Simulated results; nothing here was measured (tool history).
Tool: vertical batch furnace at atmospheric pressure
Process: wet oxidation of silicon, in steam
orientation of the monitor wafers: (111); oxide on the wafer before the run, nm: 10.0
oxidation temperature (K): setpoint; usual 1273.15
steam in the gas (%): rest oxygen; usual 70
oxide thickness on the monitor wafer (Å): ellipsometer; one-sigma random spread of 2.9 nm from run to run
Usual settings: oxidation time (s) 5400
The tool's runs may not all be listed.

run,hour,oxidation temperature (K),oxidation time (s),steam in the gas (%),wafers since the last listed run,hours since the last temperature calibration,hours since the steam generator was serviced,hours since the gauge calibration,"read-back reference wafer on the same gauge, thickness",oxide thickness on the monitor wafer (Å)
1,0.0,1273.15,5400,61,0,2267.2,1730.0,1046.0,604.60,4488.3
2,83.8,1273.15,5400,61,1240,2351.0,1813.8,1129.8,605.47,4568.8
3,138.4,1273.15,5400,61,808,2405.6,1868.4,1184.4,604.98,4523.1
4,181.6,1273.15,5400,70,639,2448.8,1911.6,1227.6,605.04,4910.4
5,288.4,1273.15,5400,70,1581,2555.6,2018.4,1334.4,605.06,4870.9
6,389.4,1273.15,5400,70,1495,2656.6,2119.4,1435.4,604.85,4873.7
7,485.9,1273.15,5400,70,1428,2753.1,2215.9,1531.9,603.96,4888.8
8,570.0,1273.15,5400,70,1245,2837.2,2300.0,1616.0,604.92,4811.6
9,649.1,1273.15,5400,70,1171,2916.3,2379.1,1695.1,605.40,4811.9
# hour 682.2: steam generator serviced
10,748.5,1273.15,5400,70,1116,3015.7,66.3,1794.5,604.54,5107.0
11,806.9,1273.15,5400,70,864,3074.1,124.7,1852.9,605.72,5033.5
12,894.1,1273.15,5400,70,1291,3161.3,211.9,1940.1,605.08,5131.6
13,944.4,1273.15,5400,63,744,3211.6,262.2,1990.4,604.21,4756.0
14,985.0,1273.15,5400,63,601,3252.2,302.8,2031.0,606.04,4750.7
15,1036.6,1273.15,7410,70,764,3303.8,354.4,2082.6,604.20,6101.9
16,1083.8,1273.15,4290,62,698,3351.0,401.6,2129.8,604.98,4085.0
17,1177.1,1266.15,5400,77,1381,3444.3,494.9,2223.1,604.88,5211.5
# hour 1208.9: thermocouples replaced and temperature profile calibrated
18,1264.8,1273.15,6630,70,943,55.9,582.6,2310.8,605.44,5723.4
19,1335.0,1297.15,2700,70,1039,126.1,652.8,2381.0,605.53,3791.4
20,1615.1,1283.15,7980,74,4147,406.2,932.9,2661.1,604.85,6857.7
21,1915.3,1266.15,4440,82,4444,706.4,1233.1,2961.3,605.95,4727.6
22,1971.1,1256.15,2820,70,826,762.2,1288.9,3017.1,604.00,2964.2
23,2061.1,1286.15,5400,70,1332,852.2,1378.9,3107.1,603.75,5307.5
24,2140.3,1285.15,5400,59,1172,931.4,1458.1,3186.3,604.51,4775.1
25,2236.2,1273.15,5400,70,1419,1027.3,1554.0,3282.2,605.01,4944.5
26,2305.8,1273.15,5400,70,1030,1096.9,1623.6,3351.8,604.70,4981.3
27,2383.9,1273.15,7170,70,1156,1175.0,1701.7,3429.9,604.34,5834.1
28,2480.6,1251.15,6750,63,1431,1271.7,1798.4,3526.6,604.09,4673.3
# hour 2509.2: gauge calibrated
29,2538.1,1273.15,5400,70,851,1329.2,1855.9,28.9,604.93,4901.9
30,2628.3,1273.15,7290,70,1335,1419.4,1946.1,119.1,604.41,5872.5
31,2687.2,1286.15,6870,80,872,1478.3,2005.0,178.0,606.06,6564.9
32,2728.4,1273.15,4530,70,610,1519.5,2046.2,219.2,606.19,4434.4
33,2827.3,1289.15,3540,70,1464,1618.4,2145.1,318.1,605.16,4138.5
34,2869.1,1254.15,6930,78,618,1660.2,2186.9,359.9,603.90,5438.4
# hour 3052.8: steam generator serviced
35,3101.7,1293.15,6120,70,3088,1892.8,48.9,592.5,604.15,5960.7
36,3155.9,1273.15,2790,70,802,1947.0,103.1,646.7,605.40,3356.8
37,3263.2,1273.15,5400,70,1588,2054.3,210.4,754.0,604.36,5078.4
38,3303.4,1273.15,5400,70,595,2094.5,250.6,794.2,604.63,5061.5

Predict each of these 4 candidate next runs independently; none follows another, all start after run 38:
A,3308.3,1296.15,5400,70,72,2099.4,255.5,799.1,?,?
B,3308.3,1266.15,6180,70,72,2099.4,255.5,799.1,?,?
C,3308.3,1249.15,3660,81,72,2099.4,255.5,799.1,?,?
D,3308.3,1264.15,6870,70,72,2099.4,255.5,799.1,?,?

run,"read-back reference wafer on the same gauge, thickness",oxide thickness on the monitor wafer (Å)
A,605.00,5647.1
B,605.00,5256.3
C,605.00,3742.1
D,605.00,5544.1
Stripped of hidden state, with their random variation kept, the same runs would have yielded:
run,oxide thickness on the monitor wafer (Å)
A,5703.3
B,5310.9
C,3783.8
D,5601.5
